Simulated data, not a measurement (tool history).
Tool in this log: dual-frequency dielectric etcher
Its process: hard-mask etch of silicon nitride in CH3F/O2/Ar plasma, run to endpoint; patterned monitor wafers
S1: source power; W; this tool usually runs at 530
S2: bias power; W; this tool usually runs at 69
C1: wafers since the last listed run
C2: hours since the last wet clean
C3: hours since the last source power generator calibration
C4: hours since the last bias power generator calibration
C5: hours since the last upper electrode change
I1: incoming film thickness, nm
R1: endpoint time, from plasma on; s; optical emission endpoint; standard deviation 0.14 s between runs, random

run	hour	S1	S2	C1	C2	C3	C4	C5	I1	R1
1	0	440	69	0	232.2	3041.4	2994.9	4120.3	34.11	48.7
2	143.3	580	63	1941	375.5	3184.7	3138.2	4263.6	34.88	46.5
3	202.5	580	63	802	434.7	3243.9	3197.4	4322.8	34.53	45.7
4	293.2	530	69	1228	525.4	3334.6	3288.1	4413.5	35	46.3
5	363.4	530	69	951	595.6	3404.8	3358.3	4483.7	34.83	45.7
6	408.1	610	69	605	640.3	3449.5	3403	4528.4	34.84	43.7
# hour 442.2: wet clean of the chamber
7	512.7	480	69	1091	70.5	3554.1	3507.6	4633	34.4	48.3
8	619.8	480	69	1450	177.6	3661.2	3614.7	4740.1	34.61	48.3
9	685.9	480	69	895	243.7	3727.3	3680.8	4806.2	34.66	47.9
10	750.3	480	63	872	308.1	3791.7	3745.2	4870.6	34.5	49
11	786.9	480	63	495	344.7	3828.3	3781.8	4907.2	34.53	48.7
# hour 795.1: bias power generator calibrated
12	835.5	530	74	604	393.3	3876.9	40.4	4955.8	34.62	45.2
# hour 850.6: source power generator calibrated
13	889.6	530	69	678	447.4	39	94.5	5009.9	34.78	46.3
14	978.6	450	69	1205	536.4	128	183.5	5098.9	34.52	47.8
# hour 1027.6: wet clean of the chamber
15	1054.5	450	69	703	26.9	203.9	259.4	5174.8	34.37	49.5
# hour 1107.4: upper electrode replaced
16	1125.5	450	69	636	97.9	274.9	330.4	18.1	34.94	50
17	1219.1	610	78	1268	191.5	368.5	424	111.7	35.08	43.9
18	1288	410	75	933	260.4	437.4	492.9	180.6	34.96	49.7
19	1344	440	53	758	316.4	493.4	548.9	236.6	34.6	53
20	1410.3	570	69	898	382.7	559.7	615.2	302.9	34.76	45.3
21	1469.8	620	74	806	442.2	619.2	674.7	362.4	34.83	43.1
22	1555.9	420	60	1166	528.3	705.3	760.8	448.5	34.6	51
# hour 1591.6: wet clean of the chamber
23	1602.9	530	69	311	11.3	752.3	807.8	495.5	34.43	46.9
24	1660.8	450	69	784	69.2	810.2	865.7	553.4	34.56	49.3
25	1763	430	83	1384	171.4	912.4	967.9	655.6	34.69	47.3
26	1846.9	530	69	1136	255.3	996.3	1051.8	739.5	34.57	46.4
27	1892.4	600	69	616	300.8	1041.8	1097.3	785	34.67	44.3
28	1954.4	440	84	839	362.8	1103.8	1159.3	847	34.76	46.3
29	2059.9	530	69	1429	468.3	1209.3	1264.8	952.5	34.48	45.6
# hour 2168.1: wet clean of the chamber
30	2168.6	650	69	1147	0.5	1318	1373.5	1061.2	34.55	44.2
31	2192.2	640	76	319	24.1	1341.6	1397.1	1084.8	34.67	43.1
32	2229	490	63	498	60.9	1378.4	1433.9	1121.6	34.42	49.3
33	2292.8	470	80	864	124.7	1442.2	1497.7	1185.4	34.24	46.4

A few steps of R1 between consecutive runs. Split each: what settings, incoming material and random variation would produce without the hidden state, and what is left over for the hidden state, along with gauge scatter present in only one of the two compared results (measured, and without hidden state):
Unlogged tool condition in this case: etch rate over this chamber's usual, %; source power that arrives over what is set, %; bias power that arrives over what is set, %.
Run 14 -> 15: wet clean of the chamber. R1 +1.7 s: hidden state +1.7, all else +0.
Run 19 -> 20: S1 440 -> 570, S2 53 -> 69. R1 -7.7 s: hidden state +0, all else -7.7.
Run 21 -> 22: S1 620 -> 420, S2 74 -> 60. R1 +7.9 s: hidden state -0.6, all else +8.5.
Run 22 -> 23: S1 420 -> 530, S2 60 -> 69, wet clean of the chamber. R1 -4.1 s: hidden state +1.6, all else -5.7.
Run 29 -> 30: S1 530 -> 650, wet clean of the chamber. R1 -1.4 s: hidden state +1.6, all else -3.
Run 31 -> 32: S1 640 -> 490, S2 76 -> 63. R1 +6.2 s: hidden state +0, all else +6.2.
